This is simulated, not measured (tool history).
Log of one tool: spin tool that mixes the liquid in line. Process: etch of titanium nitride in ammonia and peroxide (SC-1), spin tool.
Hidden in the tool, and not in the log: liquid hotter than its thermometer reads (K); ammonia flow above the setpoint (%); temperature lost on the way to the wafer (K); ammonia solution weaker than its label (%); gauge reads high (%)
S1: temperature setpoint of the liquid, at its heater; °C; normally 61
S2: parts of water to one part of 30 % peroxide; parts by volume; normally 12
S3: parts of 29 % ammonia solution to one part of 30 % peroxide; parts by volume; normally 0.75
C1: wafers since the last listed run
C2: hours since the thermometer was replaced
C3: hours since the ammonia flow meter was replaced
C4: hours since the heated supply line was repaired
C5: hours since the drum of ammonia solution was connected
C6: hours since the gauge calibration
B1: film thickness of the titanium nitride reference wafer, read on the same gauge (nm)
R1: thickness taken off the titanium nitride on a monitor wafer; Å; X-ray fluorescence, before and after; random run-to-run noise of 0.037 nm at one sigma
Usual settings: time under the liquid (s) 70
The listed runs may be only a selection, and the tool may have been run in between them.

run 1 hour=0 | S1=61 S2=12 S3=0.75 time_under_the_liquid_(s)=70 | C1=0 C2=15.4 C3=30 C4=104.9 C5=18.2 C6=469.2 | B1=130.02 | R1=83.1
run 2 hour=11 | S1=61 S2=12 S3=0.6 time_under_the_liquid_(s)=70 | C1=147 C2=26.4 C3=41 C4=115.9 C5=29.2 C6=480.2 | B1=130.03 | R1=80
run 3 hour=28.6 | S1=64.5 S2=14 S3=0.75 time_under_the_liquid_(s)=70 | C1=236 C2=44 C3=58.6 C4=133.5 C5=46.8 C6=497.8 | B1=130 | R1=96.3
run 4 hour=62.5 | S1=61 S2=12 S3=0.75 time_under_the_liquid_(s)=70 | C1=454 C2=77.9 C3=92.5 C4=167.4 C5=80.7 C6=531.7 | B1=129.96 | R1=84.2
run 5 hour=72.9 | S1=54.5 S2=8 S3=1.05 time_under_the_liquid_(s)=95 | C1=139 C2=88.3 C3=102.9 C4=177.8 C5=91.1 C6=542.1 | B1=129.98 | R1=95.1
-- hour=89.8 gauge calibrated
run 6 hour=90.6 | S1=55.5 S2=12 S3=0.9 time_under_the_liquid_(s)=70 | C1=237 C2=106 C3=120.6 C4=195.5 C5=108.8 C6=0.8 | B1=130.04 | R1=59.9
run 7 hour=99.6 | S1=61 S2=12 S3=1.05 time_under_the_liquid_(s)=85 | C1=120 C2=115 C3=129.6 C4=204.5 C5=117.8 C6=9.8 | B1=129.95 | R1=107.3
run 8 hour=109.5 | S1=61 S2=12 S3=0.75 time_under_the_liquid_(s)=70 | C1=132 C2=124.9 C3=139.5 C4=214.4 C5=127.7 C6=19.7 | B1=130.06 | R1=83.8
run 9 hour=118.5 | S1=65.5 S2=12 S3=0.75 time_under_the_liquid_(s)=70 | C1=120 C2=133.9 C3=148.5 C4=223.4 C5=136.7 C6=28.7 | B1=130.02 | R1=112
run 10 hour=127 | S1=55 S2=15.5 S3=1.05 time_under_the_liquid_(s)=95 | C1=114 C2=142.4 C3=157 C4=231.9 C5=145.2 C6=37.2 | B1=129.95 | R1=70.5
run 11 hour=138.5 | S1=61 S2=15.5 S3=0.85 time_under_the_liquid_(s)=50 | C1=154 C2=153.9 C3=168.5 C4=243.4 C5=156.7 C6=48.7 | B1=130 | R1=53.1
run 12 hour=147 | S1=61 S2=12 S3=0.75 time_under_the_liquid_(s)=70 | C1=114 C2=162.4 C3=177 C4=251.9 C5=165.2 C6=57.2 | B1=130.05 | R1=84.1
run 13 hour=163.7 | S1=61 S2=12 S3=0.75 time_under_the_liquid_(s)=70 | C1=224 C2=179.1 C3=193.7 C4=268.6 C5=181.9 C6=73.9 | B1=129.98 | R1=83.9
run 14 hour=173.5 | S1=61 S2=12 S3=0.75 time_under_the_liquid_(s)=70 | C1=131 C2=188.9 C3=203.5 C4=278.4 C5=191.7 C6=83.7 | B1=130.02 | R1=84.4
run 15 hour=182 | S1=61 S2=12 S3=0.75 time_under_the_liquid_(s)=70 | C1=114 C2=197.4 C3=212 C4=286.9 C5=200.2 C6=92.2 | B1=129.98 | R1=84.6

The next listed run, before its measurement:
run 16 hour=190.5 | S1=61 S2=14.5 S3=0.75 time_under_the_liquid_(s)=50 | C1=114 C2=205.9 C3=220.5 C4=295.4 C5=208.7 C6=100.7 | B1=? | R1=?

B1: 130.03
R1: 53.9 Å
If the tool had no hidden condition, the same run with the same run-to-run variation would have returned R1 53.1 Å.
